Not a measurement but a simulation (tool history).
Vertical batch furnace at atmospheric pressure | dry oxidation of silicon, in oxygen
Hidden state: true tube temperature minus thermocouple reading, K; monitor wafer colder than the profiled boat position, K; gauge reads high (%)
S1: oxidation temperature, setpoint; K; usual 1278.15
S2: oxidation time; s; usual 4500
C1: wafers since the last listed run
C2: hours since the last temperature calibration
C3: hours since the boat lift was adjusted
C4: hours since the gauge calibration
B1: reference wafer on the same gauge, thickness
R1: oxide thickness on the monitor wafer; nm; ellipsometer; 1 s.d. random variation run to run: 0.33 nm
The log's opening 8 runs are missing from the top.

Run 9, hour 724.2: usual settings but S2 3420 s; C1 2085; C2 4230.0; C3 3070.2; C4 1650.0; B1 52.80. Result: R1 50.62 nm.
Run 10, hour 771.2: usual settings but S2 3420 s; C1 406; C2 4277.0; C3 3117.2; C4 1697.0; B1 52.81. Result: R1 50.24 nm.
Run 11, hour 854.6: usual settings; C1 721; C2 4360.4; C3 3200.6; C4 1780.4; B1 52.82. Result: R1 60.19 nm.
Run 12, hour 942.5: usual settings but S2 3030 s; C1 760; C2 4448.3; C3 3288.5; C4 1868.3; B1 52.78. Result: R1 46.34 nm.
Run 13, hour 1019.1: usual settings but S2 3030 s; C1 662; C2 4524.9; C3 3365.1; C4 1944.9; B1 52.84. Result: R1 47.02 nm.
Run 14, hour 1108.8: usual settings; C1 775; C2 4614.6; C3 3454.8; C4 2034.6; B1 52.74. Result: R1 60.55 nm.
Run 15, hour 1192.4: usual settings; C1 723; C2 4698.2; C3 3538.4; C4 2118.2; B1 52.82. Result: R1 60.40 nm.
Run 16, hour 1243.2: usual settings; C1 439; C2 4749.0; C3 3589.2; C4 2169.0; B1 52.81. Result: R1 59.86 nm.
Run 17, hour 1291.6: usual settings; C1 418; C2 4797.4; C3 3637.6; C4 2217.4; B1 52.87. Result: R1 60.09 nm.
Run 18, hour 1337.7: usual settings but S1 1299.15 K, S2 2310 s; C1 398; C2 4843.5; C3 3683.7; C4 2263.5; B1 52.82. Result: R1 47.34 nm.
Run 19, hour 1444.1: usual settings but S1 1285.15 K; C1 920; C2 4949.9; C3 3790.1; C4 2369.9; B1 52.83. Result: R1 64.22 nm.
At hour 1499.6: boat lift adjusted.
Run 20, hour 1528.1: usual settings but S1 1285.15 K, S2 6510 s; C1 518; C2 5033.9; C3 28.5; C4 2453.9; B1 52.83. Result: R1 82.70 nm.
Run 21, hour 1570.8: usual settings but S1 1287.15 K, S2 3240 s; C1 369; C2 5076.6; C3 71.2; C4 2496.6; B1 52.82. Result: R1 53.09 nm.
Run 22, hour 1651.8: usual settings; C1 700; C2 5157.6; C3 152.2; C4 2577.6; B1 52.73. Result: R1 60.60 nm.
At hour 1729.8: thermocouples replaced and temperature profile calibrated.
Run 23, hour 1751.5: usual settings; C1 654; C2 21.7; C3 251.9; C4 2677.3; B1 52.87. Result: R1 57.80 nm.
Run 24, hour 1838.6: usual settings but S1 1299.15 K, S2 3570 s; C1 753; C2 108.8; C3 339.0; C4 2764.4; B1 52.74. Result: R1 59.83 nm.
Run 25, hour 1922.7: usual settings but S1 1299.15 K, S2 3570 s; C1 727; C2 192.9; C3 423.1; C4 2848.5; B1 52.75. Result: R1 60.40 nm.
At hour 1944.4: gauge calibrated.
Run 26, hour 1999.5: usual settings but S1 1291.15 K, S2 2310 s; C1 664; C2 269.7; C3 499.9; C4 55.1; B1 52.81. Result: R1 43.08 nm.
Run 27, hour 2068.5: usual settings; C1 596; C2 338.7; C3 568.9; C4 124.1; B1 52.79. Result: R1 58.48 nm.
Run 28, hour 2136.8: usual settings but S1 1261.15 K; C1 590; C2 407.0; C3 637.2; C4 192.4; B1 52.73. Result: R1 49.21 nm.
Run 29, hour 2173.5: usual settings but S1 1298.15 K, S2 6060 s; C1 317; C2 443.7; C3 673.9; C4 229.1; B1 52.81. Result: R1 85.17 nm.
Run 30, hour 2257.2: usual settings but S1 1266.15 K, S2 2820 s; C1 723; C2 527.4; C3 757.6; C4 312.8; B1 52.75. Result: R1 38.45 nm.
Run 31, hour 2363.6: usual settings but S1 1296.15 K, S2 5910 s; C1 920; C2 633.8; C3 864.0; C4 419.2; B1 52.72. Result: R1 82.61 nm.
Run 32, hour 2449.9: usual settings but S1 1297.15 K, S2 3150 s; C1 746; C2 720.1; C3 950.3; C4 505.5; B1 52.77. Result: R1 55.17 nm.
Run 33, hour 2498.0: usual settings but S1 1256.15 K, S2 3750 s; C1 415; C2 768.2; C3 998.4; C4 553.6; B1 52.77. Result: R1 41.67 nm.

4 options for the next run, each taken on its own from the tool as it stands now. Forecast them:
Run A, hour 2503.3: usual settings but S1 1266.15 K; C1 45; C2 773.5; C3 1003.7; C4 558.9; B1 ?. Result: R1 ?.
Run B, hour 2503.3: usual settings but S1 1270.15 K, S2 3420 s; C1 45; C2 773.5; C3 1003.7; C4 558.9; B1 ?. Result: R1 ?.
Run C, hour 2503.3: usual settings but S1 1295.15 K, S2 6630 s; C1 45; C2 773.5; C3 1003.7; C4 558.9; B1 ?. Result: R1 ?.
Run D, hour 2503.3: usual settings but S1 1269.15 K, S2 3120 s; C1 45; C2 773.5; C3 1003.7; C4 558.9; B1 ?. Result: R1 ?.

run     B1     R1
  A  52.78  52.22
  B  52.78  45.43
  C  52.78  89.18
  D  52.78  42.43
With the hidden condition removed and each run's random variation left untouched, the same runs would have given:
run     R1
  A  50.92
  B  44.29
  C  87.21
  D  41.35

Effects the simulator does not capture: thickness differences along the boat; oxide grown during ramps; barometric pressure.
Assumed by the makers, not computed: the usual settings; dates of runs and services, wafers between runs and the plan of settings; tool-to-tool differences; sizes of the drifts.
